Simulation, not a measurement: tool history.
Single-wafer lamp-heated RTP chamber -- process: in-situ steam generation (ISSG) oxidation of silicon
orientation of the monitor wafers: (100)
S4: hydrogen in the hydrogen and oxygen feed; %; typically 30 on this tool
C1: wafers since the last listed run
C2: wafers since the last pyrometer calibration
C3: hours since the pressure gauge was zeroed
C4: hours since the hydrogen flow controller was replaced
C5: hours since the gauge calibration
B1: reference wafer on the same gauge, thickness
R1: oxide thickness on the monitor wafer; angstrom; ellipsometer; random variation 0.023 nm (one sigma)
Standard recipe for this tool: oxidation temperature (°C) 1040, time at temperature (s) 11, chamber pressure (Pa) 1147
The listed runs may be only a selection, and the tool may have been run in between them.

run 1 hour=0 | oxidation_temperature_(°C)=1045 time_at_temperature_(s)=11 chamber_pressure_(Pa)=1187 S4=30 | C1=0 C2=7647 C3=2619.5 C4=5540.2 C5=68.9 | B1=5.122 | R1=53.57
-- hour=16.3 pyrometer window cleaned and pyrometer calibrated
run 2 hour=89 | oxidation_temperature_(°C)=1045 time_at_temperature_(s)=11 chamber_pressure_(Pa)=1187 S4=30 | C1=1184 C2=1064 C3=2708.5 C4=5629.2 C5=157.9 | B1=5.112 | R1=51.99
run 3 hour=183.7 | oxidation_temperature_(°C)=1040 time_at_temperature_(s)=13 chamber_pressure_(Pa)=1147 S4=30 | C1=1385 C2=2449 C3=2803.2 C4=5723.9 C5=252.6 | B1=5.12 | R1=55.37
run 4 hour=241 | oxidation_temperature_(°C)=1040 time_at_temperature_(s)=13 chamber_pressure_(Pa)=1147 S4=30 | C1=838 C2=3287 C3=2860.5 C4=5781.2 C5=309.9 | B1=5.122 | R1=56.03
run 5 hour=343.2 | oxidation_temperature_(°C)=1040 time_at_temperature_(s)=8 chamber_pressure_(Pa)=1293 S4=30 | C1=1495 C2=4782 C3=2962.7 C4=5883.4 C5=412.1 | B1=5.113 | R1=43.6
run 6 hour=394.6 | oxidation_temperature_(°C)=1040 time_at_temperature_(s)=8 chamber_pressure_(Pa)=1293 S4=30 | C1=751 C2=5534 C3=3014.1 C4=5934.8 C5=463.5 | B1=5.128 | R1=43.88
run 7 hour=436.8 | oxidation_temperature_(°C)=1040 time_at_temperature_(s)=11 chamber_pressure_(Pa)=1147 S4=30 | C1=617 C2=6152 C3=3056.3 C4=5977 C5=505.7 | B1=5.129 | R1=52.48
run 8 hour=500 | oxidation_temperature_(°C)=1040 time_at_temperature_(s)=11 chamber_pressure_(Pa)=1147 S4=30 | C1=924 C2=7076 C3=3119.5 C4=6040.2 C5=568.9 | B1=5.111 | R1=52.39
-- hour=531.9 pressure gauge zeroed
run 9 hour=591.9 | oxidation_temperature_(°C)=1040 time_at_temperature_(s)=11 chamber_pressure_(Pa)=1147 S4=30 | C1=1227 C2=8304 C3=60 C4=6132.1 C5=660.8 | B1=5.121 | R1=52.79
-- hour=652.7 pyrometer window cleaned and pyrometer calibrated
run 10 hour=789.7 | oxidation_temperature_(°C)=1040 time_at_temperature_(s)=11 chamber_pressure_(Pa)=1147 S4=30 | C1=2776 C2=2004 C3=257.8 C4=6329.9 C5=858.6 | B1=5.129 | R1=51.4
run 11 hour=888 | oxidation_temperature_(°C)=1040 time_at_temperature_(s)=11 chamber_pressure_(Pa)=1147 S4=30 | C1=1438 C2=3442 C3=356.1 C4=6428.2 C5=956.9 | B1=5.119 | R1=52.39
-- hour=914.1 hydrogen flow controller replaced
run 12 hour=994.8 | oxidation_temperature_(°C)=1040 time_at_temperature_(s)=11 chamber_pressure_(Pa)=1147 S4=30 | C1=1445 C2=4887 C3=462.9 C4=80.7 C5=1063.7 | B1=5.122 | R1=52.52
run 13 hour=1085.8 | oxidation_temperature_(°C)=1056 time_at_temperature_(s)=13 chamber_pressure_(Pa)=1147 S4=30 | C1=1331 C2=6218 C3=553.9 C4=171.7 C5=1154.7 | B1=5.122 | R1=62.13
run 14 hour=1128.1 | oxidation_temperature_(°C)=1023 time_at_temperature_(s)=15 chamber_pressure_(Pa)=1200 S4=30 | C1=618 C2=6837 C3=596.2 C4=214 C5=1197 | B1=5.119 | R1=56.2
-- hour=1250.5 gauge calibrated
-- hour=1276.3 pyrometer window cleaned and pyrometer calibrated
run 15 hour=1276.8 | oxidation_temperature_(°C)=1040 time_at_temperature_(s)=11 chamber_pressure_(Pa)=1147 S4=30 | C1=2058 C2=6 C3=744.9 C4=362.7 C5=26.3 | B1=5.122 | R1=51.05
run 16 hour=1347.9 | oxidation_temperature_(°C)=1055 time_at_temperature_(s)=11 chamber_pressure_(Pa)=1147 S4=30 | C1=1040 C2=1047 C3=816 C4=433.8 C5=97.4 | B1=5.12 | R1=54.8
run 17 hour=1389.9 | oxidation_temperature_(°C)=1029 time_at_temperature_(s)=11 chamber_pressure_(Pa)=1147 S4=32 | C1=614 C2=1661 C3=858 C4=475.8 C5=139.4 | B1=5.121 | R1=49.72
run 18 hour=1432.8 | oxidation_temperature_(°C)=1040 time_at_temperature_(s)=11 chamber_pressure_(Pa)=1147 S4=23 | C1=627 C2=2289 C3=900.9 C4=518.7 C5=182.3 | B1=5.122 | R1=47.97
run 19 hour=1515 | oxidation_temperature_(°C)=1049 time_at_temperature_(s)=14 chamber_pressure_(Pa)=1147 S4=30 | C1=1202 C2=3491 C3=983.1 C4=600.9 C5=264.5 | B1=5.115 | R1=60.39
run 20 hour=1610 | oxidation_temperature_(°C)=1030 time_at_temperature_(s)=11 chamber_pressure_(Pa)=1347 S4=30 | C1=1389 C2=4881 C3=1078.1 C4=695.9 C5=359.5 | B1=5.121 | R1=48.63
run 21 hour=1671.6 | oxidation_temperature_(°C)=1040 time_at_temperature_(s)=15 chamber_pressure_(Pa)=1147 S4=30 | C1=901 C2=5782 C3=1139.7 C4=757.5 C5=421.1 | B1=5.112 | R1=60.46
run 22 hour=1719.3 | oxidation_temperature_(°C)=1040 time_at_temperature_(s)=10 chamber_pressure_(Pa)=1147 S4=32 | C1=697 C2=6480 C3=1187.4 C4=805.2 C5=468.8 | B1=5.119 | R1=51.18

Below are 3 alternative next runs, each starting from the tool's condition after run 22. Predict each:
run A hour=1719.7 | oxidation_temperature_(°C)=1040 time_at_temperature_(s)=11 chamber_pressure_(Pa)=1147 S4=30 | C1=5 C2=6486 C3=1187.8 C4=805.6 C5=469.2 | B1=? | R1=?
run B hour=1719.7 | oxidation_temperature_(°C)=1058 time_at_temperature_(s)=7 chamber_pressure_(Pa)=1227 S4=32 | C1=5 C2=6486 C3=1187.8 C4=805.6 C5=469.2 | B1=? | R1=?
run C hour=1719.7 | oxidation_temperature_(°C)=1050 time_at_temperature_(s)=14 chamber_pressure_(Pa)=1227 S4=25 | C1=5 C2=6486 C3=1187.8 C4=805.6 C5=469.2 | B1=? | R1=?

run=A B1=5.122 R1=52.59
run=B B1=5.122 R1=46.3
run=C B1=5.122 R1=58.8
Without the tool's hidden state the same runs would have given:
run=A R1=50.86
run=B R1=44.81
run=C R1=56.6

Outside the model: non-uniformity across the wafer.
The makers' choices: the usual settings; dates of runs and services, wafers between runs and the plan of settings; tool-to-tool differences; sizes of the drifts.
